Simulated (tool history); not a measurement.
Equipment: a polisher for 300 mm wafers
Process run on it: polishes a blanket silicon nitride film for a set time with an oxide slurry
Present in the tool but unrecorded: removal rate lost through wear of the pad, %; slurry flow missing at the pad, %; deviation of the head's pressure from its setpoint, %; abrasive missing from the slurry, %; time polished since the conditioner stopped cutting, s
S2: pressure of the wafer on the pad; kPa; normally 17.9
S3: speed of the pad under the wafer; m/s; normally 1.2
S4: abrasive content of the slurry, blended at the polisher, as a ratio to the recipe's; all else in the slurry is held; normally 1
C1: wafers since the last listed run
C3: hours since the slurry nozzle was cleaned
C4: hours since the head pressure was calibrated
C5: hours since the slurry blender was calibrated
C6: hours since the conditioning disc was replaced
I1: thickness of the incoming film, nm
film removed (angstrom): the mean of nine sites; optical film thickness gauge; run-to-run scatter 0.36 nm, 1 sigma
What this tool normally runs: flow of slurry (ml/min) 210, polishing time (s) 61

{"run": 1, "day": 0.0, "flow of slurry (ml/min)": 210, "S2": 17.9, "S3": 1.2, "S4": 1, "polishing time (s)": 50, "C1": 0, "wafers polished on this pad": 543, "C3": 754.1, "C4": 943.1, "C5": 81.7, "C6": 447.1, "I1": 498, "film removed (angstrom)": 177}
{"day": 0.746, "done": "worn pad replaced by a new one"}
{"run": 2, "day": 0.767, "flow of slurry (ml/min)": 210, "S2": 17.9, "S3": 1.2, "S4": 1, "polishing time (s)": 50, "C1": 161, "wafers polished on this pad": 5, "C3": 772.5, "C4": 961.5, "C5": 100.1, "C6": 465.5, "I1": 497.2, "film removed (angstrom)": 174}
{"run": 3, "day": 1.383, "flow of slurry (ml/min)": 210, "S2": 17.9, "S3": 1.2, "S4": 1, "polishing time (s)": 50, "C1": 165, "wafers polished on this pad": 170, "C3": 787.3, "C4": 976.3, "C5": 114.9, "C6": 480.3, "I1": 501.9, "film removed (angstrom)": 180}
{"run": 4, "day": 2.346, "flow of slurry (ml/min)": 210, "S2": 21.4, "S3": 1.2, "S4": 1, "polishing time (s)": 61, "C1": 258, "wafers polished on this pad": 429, "C3": 810.4, "C4": 999.4, "C5": 138, "C6": 503.4, "I1": 500.5, "film removed (angstrom)": 247}
{"day": 3.475, "done": "worn pad replaced by a new one"}
{"run": 5, "day": 3.496, "flow of slurry (ml/min)": 255, "S2": 17.9, "S3": 1.2, "S4": 1, "polishing time (s)": 71, "C1": 264, "wafers polished on this pad": 5, "C3": 838, "C4": 1027, "C5": 165.6, "C6": 531, "I1": 490.8, "film removed (angstrom)": 259}
{"day": 4.054, "done": "slurry nozzle cleaned"}
{"run": 6, "day": 4.229, "flow of slurry (ml/min)": 255, "S2": 17.9, "S3": 1.2, "S4": 1, "polishing time (s)": 71, "C1": 185, "wafers polished on this pad": 191, "C3": 4.2, "C4": 1044.6, "C5": 183.2, "C6": 548.6, "I1": 498, "film removed (angstrom)": 255}
{"run": 7, "day": 5.042, "flow of slurry (ml/min)": 255, "S2": 17.9, "S3": 1.2, "S4": 1, "polishing time (s)": 71, "C1": 218, "wafers polished on this pad": 410, "C3": 23.7, "C4": 1064.1, "C5": 202.7, "C6": 568.1, "I1": 504.3, "film removed (angstrom)": 254}
{"day": 5.442, "done": "conditioning disc replaced and pad reconditioned"}
{"run": 8, "day": 5.954, "flow of slurry (ml/min)": 210, "S2": 17.9, "S3": 1.2, "S4": 1, "polishing time (s)": 61, "C1": 222, "wafers polished on this pad": 633, "C3": 45.6, "C4": 1086, "C5": 224.6, "C6": 12.3, "I1": 500, "film removed (angstrom)": 197}
{"day": 6.175, "done": "worn pad replaced by a new one"}
{"run": 9, "day": 6.667, "flow of slurry (ml/min)": 210, "S2": 15.9, "S3": 1, "S4": 1, "polishing time (s)": 48, "C1": 146, "wafers polished on this pad": 131, "C3": 62.7, "C4": 1103.1, "C5": 241.7, "C6": 29.4, "I1": 498.8, "film removed (angstrom)": 125}
{"run": 10, "day": 8.154, "flow of slurry (ml/min)": 140, "S2": 22.8, "S3": 1.2, "S4": 1.25, "polishing time (s)": 55, "C1": 399, "wafers polished on this pad": 531, "C3": 98.4, "C4": 1138.8, "C5": 277.4, "C6": 65.1, "I1": 502.9, "film removed (angstrom)": 208}
{"day": 8.596, "done": "worn pad replaced by a new one"}
{"day": 8.696, "done": "conditioning disc replaced and pad reconditioned, repeated, since the last time left the tool worse"}
{"run": 11, "day": 8.908, "flow of slurry (ml/min)": 210, "S2": 17.9, "S3": 1.2, "S4": 1, "polishing time (s)": 61, "C1": 135, "wafers polished on this pad": 61, "C3": 116.5, "C4": 1156.9, "C5": 295.5, "C6": 5.1, "I1": 499, "film removed (angstrom)": 252}
{"day": 9.833, "done": "slurry blender recalibrated"}
{"run": 12, "day": 9.854, "flow of slurry (ml/min)": 210, "S2": 17.9, "S3": 1.2, "S4": 1.15, "polishing time (s)": 75, "C1": 231, "wafers polished on this pad": 293, "C3": 139.2, "C4": 1179.6, "C5": 0.5, "C6": 27.8, "I1": 493.4, "film removed (angstrom)": 319}
{"day": 10.329, "done": "head pressure recalibrated"}
{"run": 13, "day": 10.871, "flow of slurry (ml/min)": 260, "S2": 17.9, "S3": 1.2, "S4": 1, "polishing time (s)": 61, "C1": 250, "wafers polished on this pad": 543, "C3": 163.6, "C4": 13, "C5": 24.9, "C6": 52.2, "I1": 495.1, "film removed (angstrom)": 249}
{"day": 11.462, "done": "worn pad replaced by a new one"}
{"run": 14, "day": 11.679, "flow of slurry (ml/min)": 210, "S2": 17.9, "S3": 1.2, "S4": 1, "polishing time (s)": 61, "C1": 172, "wafers polished on this pad": 58, "C3": 183, "C4": 32.4, "C5": 44.3, "C6": 71.6, "I1": 493.4, "film removed (angstrom)": 239}
{"run": 15, "day": 13.083, "flow of slurry (ml/min)": 210, "S2": 21.4, "S3": 0.9, "S4": 1.2, "polishing time (s)": 74, "C1": 377, "wafers polished on this pad": 435, "C3": 216.7, "C4": 66.1, "C5": 78, "C6": 105.3, "I1": 497, "film removed (angstrom)": 301}

For some of the steps in film removed (angstrom) from one run to the next: how much would appear even if the tool had no hidden state, given the settings, what came in and random variation, and how much remains for the hidden state plus any gauge scatter that the measured result and the result without hidden state don't share?
Run 9 -> 10: flow of slurry (ml/min) 210 -> 140, S2 15.9 -> 22.8, S3 1 -> 1.2, S4 1 -> 1.25, polishing time (s) 48 -> 55. film removed (angstrom) +83: hidden state -60, all else +143.
Run 10 -> 11: flow of slurry (ml/min) 140 -> 210, S2 22.8 -> 17.9, S4 1.25 -> 1, polishing time (s) 55 -> 61, worn pad replaced by a new one, conditioning disc replaced and pad reconditioned, repeated, since the last time left the tool worse. film removed (angstrom) +44: hidden state +92, all else -48.

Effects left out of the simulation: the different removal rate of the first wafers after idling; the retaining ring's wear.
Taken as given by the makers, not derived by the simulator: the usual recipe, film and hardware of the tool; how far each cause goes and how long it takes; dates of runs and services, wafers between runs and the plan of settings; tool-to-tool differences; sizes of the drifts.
